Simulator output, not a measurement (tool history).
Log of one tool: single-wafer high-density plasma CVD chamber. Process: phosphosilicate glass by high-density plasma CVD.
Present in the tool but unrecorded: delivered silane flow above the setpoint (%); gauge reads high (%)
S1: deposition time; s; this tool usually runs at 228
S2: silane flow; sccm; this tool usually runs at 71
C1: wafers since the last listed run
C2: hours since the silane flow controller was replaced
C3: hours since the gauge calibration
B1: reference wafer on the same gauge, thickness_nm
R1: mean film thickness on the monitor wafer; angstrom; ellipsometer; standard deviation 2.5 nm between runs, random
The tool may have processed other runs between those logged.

run	hour	S1	S2	C1	C2	C3	B1	R1
1	0.0	244	66	0	1973.9	14.4	1340.258	16805.94
2	17.5	258	71	96	1991.4	31.9	1340.239	18733.29
3	34.7	258	71	94	2008.6	49.1	1339.339	18760.49
4	45.0	258	71	56	2018.9	59.4	1339.777	18753.42
5	54.6	228	71	52	2028.5	69.0	1339.499	16546.08
# hour 63.2: gauge calibrated
# hour 67.3: silane flow controller replaced
6	67.8	228	71	28	0.5	4.6	1340.097	16563.02
7	75.1	228	71	40	7.8	11.9	1338.845	16557.86
8	90.3	240	78	83	23.0	27.1	1341.159	18624.27
9	102.1	228	64	65	34.8	38.9	1339.812	15444.05
10	109.9	249	81	42	42.6	46.7	1339.953	19771.60
11	123.1	228	71	72	55.8	59.9	1338.961	16578.34
12	130.2	189	80	39	62.9	67.0	1339.678	14862.53
13	139.7	255	79	52	72.4	76.5	1340.763	19959.39
14	152.0	228	58	67	84.7	88.8	1339.646	14520.50

What if the next run were any one of these 4? Each begins from the tool's condition after run 14:
A	152.5	196	71	2	85.2	89.3	?	?
B	152.5	228	85	2	85.2	89.3	?	?
C	152.5	257	71	2	85.2	89.3	?	?
D	152.5	228	83	2	85.2	89.3	?	?

run	B1	R1
A	1340.565	14235.25
B	1340.565	18765.27
C	1340.565	18665.61
D	1340.565	18450.15
With the hidden condition removed and each run's random variation left untouched, the same runs would have given:
run	R1
A	14235.25
B	18765.27
C	18665.61
D	18450.15

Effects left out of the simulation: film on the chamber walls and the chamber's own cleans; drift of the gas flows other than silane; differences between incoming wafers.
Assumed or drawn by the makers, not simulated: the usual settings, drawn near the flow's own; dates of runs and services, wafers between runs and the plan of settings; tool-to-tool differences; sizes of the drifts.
